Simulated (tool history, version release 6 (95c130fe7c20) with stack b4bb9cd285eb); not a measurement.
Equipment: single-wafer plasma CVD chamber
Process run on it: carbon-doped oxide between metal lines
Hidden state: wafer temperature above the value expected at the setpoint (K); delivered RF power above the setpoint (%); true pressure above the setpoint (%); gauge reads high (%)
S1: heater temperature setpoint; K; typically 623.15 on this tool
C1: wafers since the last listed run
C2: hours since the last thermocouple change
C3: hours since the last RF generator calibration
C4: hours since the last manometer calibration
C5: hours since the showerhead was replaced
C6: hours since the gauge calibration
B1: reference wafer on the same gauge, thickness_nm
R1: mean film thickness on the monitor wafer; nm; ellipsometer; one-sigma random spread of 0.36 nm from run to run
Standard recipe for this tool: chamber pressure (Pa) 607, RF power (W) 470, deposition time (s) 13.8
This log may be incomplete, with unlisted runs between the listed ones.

{"run": 1, "day": 0.0, "S1": 623.15, "chamber pressure (Pa)": 607, "RF power (W)": 470, "deposition time (s)": 13.8, "C1": 0, "C2": 1650.4, "C3": 1673.4, "C4": 1157.5, "C5": 4138.3, "C6": 258.2, "B1": 88.593, "R1": 76.263}
{"run": 2, "day": 1.042, "S1": 623.15, "chamber pressure (Pa)": 607, "RF power (W)": 470, "deposition time (s)": 13.8, "C1": 747, "C2": 1675.4, "C3": 1698.4, "C4": 1182.5, "C5": 4163.3, "C6": 283.2, "B1": 88.705, "R1": 76.057}
{"run": 3, "day": 2.033, "S1": 623.15, "chamber pressure (Pa)": 607, "RF power (W)": 470, "deposition time (s)": 13.8, "C1": 711, "C2": 1699.2, "C3": 1722.2, "C4": 1206.3, "C5": 4187.1, "C6": 307, "B1": 88.795, "R1": 75.912}
{"run": 4, "day": 3.367, "S1": 623.15, "chamber pressure (Pa)": 607, "RF power (W)": 470, "deposition time (s)": 13.8, "C1": 957, "C2": 1731.2, "C3": 1754.2, "C4": 1238.3, "C5": 4219.1, "C6": 339, "B1": 88.716, "R1": 76.105}
{"run": 5, "day": 4.083, "S1": 623.15, "chamber pressure (Pa)": 607, "RF power (W)": 470, "deposition time (s)": 13.8, "C1": 514, "C2": 1748.4, "C3": 1771.4, "C4": 1255.5, "C5": 4236.3, "C6": 356.2, "B1": 88.666, "R1": 76.434}
{"run": 6, "day": 5.067, "S1": 623.15, "chamber pressure (Pa)": 607, "RF power (W)": 470, "deposition time (s)": 13.8, "C1": 705, "C2": 1772, "C3": 1795, "C4": 1279.1, "C5": 4259.9, "C6": 379.8, "B1": 88.694, "R1": 76.501}
{"run": 7, "day": 6.071, "S1": 623.15, "chamber pressure (Pa)": 607, "RF power (W)": 470, "deposition time (s)": 12.6, "C1": 720, "C2": 1796.1, "C3": 1819.1, "C4": 1303.2, "C5": 4284, "C6": 403.9, "B1": 88.702, "R1": 69.532}
{"run": 8, "day": 7.046, "S1": 623.15, "chamber pressure (Pa)": 607, "RF power (W)": 470, "deposition time (s)": 12.6, "C1": 699, "C2": 1819.5, "C3": 1842.5, "C4": 1326.6, "C5": 4307.4, "C6": 427.3, "B1": 88.751, "R1": 69.827}
{"day": 9.533, "done": "capacitance manometer re-zeroed and calibrated"}
{"run": 9, "day": 10.5, "S1": 623.15, "chamber pressure (Pa)": 607, "RF power (W)": 470, "deposition time (s)": 12.6, "C1": 2240, "C2": 1902.4, "C3": 1925.4, "C4": 23.2, "C5": 4390.3, "C6": 510.2, "B1": 88.675, "R1": 69.156}
{"run": 10, "day": 11.8, "S1": 623.15, "chamber pressure (Pa)": 607, "RF power (W)": 470, "deposition time (s)": 13.2, "C1": 933, "C2": 1933.6, "C3": 1956.6, "C4": 54.4, "C5": 4421.5, "C6": 541.4, "B1": 88.711, "R1": 72.314}
{"day": 12.358, "done": "showerhead replaced"}
{"run": 11, "day": 12.467, "S1": 623.15, "chamber pressure (Pa)": 607, "RF power (W)": 470, "deposition time (s)": 13.2, "C1": 239, "C2": 1949.6, "C3": 1972.6, "C4": 70.4, "C5": 2.6, "C6": 557.4, "B1": 88.739, "R1": 73.233}
{"run": 12, "day": 13.288, "S1": 611.15, "chamber pressure (Pa)": 503, "RF power (W)": 425, "deposition time (s)": 14.6, "C1": 589, "C2": 1969.3, "C3": 1992.3, "C4": 90.1, "C5": 22.3, "C6": 577.1, "B1": 88.656, "R1": 76.568}
{"run": 13, "day": 14.621, "S1": 623.15, "chamber pressure (Pa)": 607, "RF power (W)": 440, "deposition time (s)": 13.8, "C1": 957, "C2": 2001.3, "C3": 2024.3, "C4": 122.1, "C5": 54.3, "C6": 609.1, "B1": 88.674, "R1": 72.221}
{"run": 14, "day": 15.179, "S1": 629.15, "chamber pressure (Pa)": 651, "RF power (W)": 380, "deposition time (s)": 11.6, "C1": 400, "C2": 2014.7, "C3": 2037.7, "C4": 135.5, "C5": 67.7, "C6": 622.5, "B1": 88.776, "R1": 54.758}
{"day": 15.796, "done": "thermocouple changed; heater temperature recalibrated"}
{"day": 16.0, "done": "RF generator calibrated"}
{"run": 15, "day": 16.021, "S1": 638.15, "chamber pressure (Pa)": 607, "RF power (W)": 405, "deposition time (s)": 13.8, "C1": 217, "C2": 5.4, "C3": 0.5, "C4": 155.7, "C5": 87.9, "C6": 642.7, "B1": 88.802, "R1": 66.18}
{"day": 16.379, "done": "gauge calibrated"}
{"run": 16, "day": 16.712, "S1": 630.15, "chamber pressure (Pa)": 607, "RF power (W)": 430, "deposition time (s)": 16.1, "C1": 496, "C2": 22, "C3": 17.1, "C4": 172.3, "C5": 104.5, "C6": 8, "B1": 88.727, "R1": 81.798}
{"run": 17, "day": 18.183, "S1": 617.15, "chamber pressure (Pa)": 693, "RF power (W)": 470, "deposition time (s)": 13.8, "C1": 1055, "C2": 57.3, "C3": 52.4, "C4": 207.6, "C5": 139.8, "C6": 43.3, "B1": 88.733, "R1": 78.473}
{"run": 18, "day": 19.071, "S1": 623.15, "chamber pressure (Pa)": 607, "RF power (W)": 470, "deposition time (s)": 13.8, "C1": 637, "C2": 78.6, "C3": 73.7, "C4": 228.9, "C5": 161.1, "C6": 64.6, "B1": 88.655, "R1": 76.188}
{"run": 19, "day": 20.158, "S1": 623.15, "chamber pressure (Pa)": 607, "RF power (W)": 470, "deposition time (s)": 13.8, "C1": 780, "C2": 104.7, "C3": 99.8, "C4": 255, "C5": 187.2, "C6": 90.7, "B1": 88.637, "R1": 75.976}
{"run": 20, "day": 21.417, "S1": 613.15, "chamber pressure (Pa)": 655, "RF power (W)": 525, "deposition time (s)": 11.9, "C1": 903, "C2": 134.9, "C3": 130, "C4": 285.2, "C5": 217.4, "C6": 120.9, "B1": 88.727, "R1": 72.596}
{"run": 21, "day": 22.388, "S1": 632.15, "chamber pressure (Pa)": 735, "RF power (W)": 515, "deposition time (s)": 13.8, "C1": 696, "C2": 158.2, "C3": 153.3, "C4": 308.5, "C5": 240.7, "C6": 144.2, "B1": 88.758, "R1": 80.253}
{"run": 22, "day": 23.738, "S1": 623.15, "chamber pressure (Pa)": 607, "RF power (W)": 470, "deposition time (s)": 13.8, "C1": 969, "C2": 190.6, "C3": 185.7, "C4": 340.9, "C5": 273.1, "C6": 176.6, "B1": 88.692, "R1": 75.961}

Alternative continuations, all from the tool just after run 22; predict every row:
{"run": "A", "day": 23.754, "S1": 623.15, "chamber pressure (Pa)": 607, "RF power (W)": 470, "deposition time (s)": 13.8, "C1": 11, "C2": 191, "C3": 186.1, "C4": 341.3, "C5": 273.5, "C6": 177, "B1": "?", "R1": "?"}
{"run": "B", "day": 23.754, "S1": 636.15, "chamber pressure (Pa)": 607, "RF power (W)": 470, "deposition time (s)": 13.8, "C1": 11, "C2": 191, "C3": 186.1, "C4": 341.3, "C5": 273.5, "C6": 177, "B1": "?", "R1": "?"}
{"run": "C", "day": 23.754, "S1": 632.15, "chamber pressure (Pa)": 607, "RF power (W)": 470, "deposition time (s)": 13.8, "C1": 11, "C2": 191, "C3": 186.1, "C4": 341.3, "C5": 273.5, "C6": 177, "B1": "?", "R1": "?"}
{"run": "D", "day": 23.754, "S1": 623.15, "chamber pressure (Pa)": 607, "RF power (W)": 420, "deposition time (s)": 15.7, "C1": 11, "C2": 191, "C3": 186.1, "C4": 341.3, "C5": 273.5, "C6": 177, "B1": "?", "R1": "?"}

run=A B1=88.799 R1=76.289
run=B B1=88.799 R1=73.999
run=C B1=88.799 R1=74.674
run=D B1=88.799 R1=80.533
With the hidden condition removed and each run's random variation left untouched, the same runs would have given:
run=A R1=76.289
run=B R1=73.999
run=C R1=74.674
run=D R1=80.533
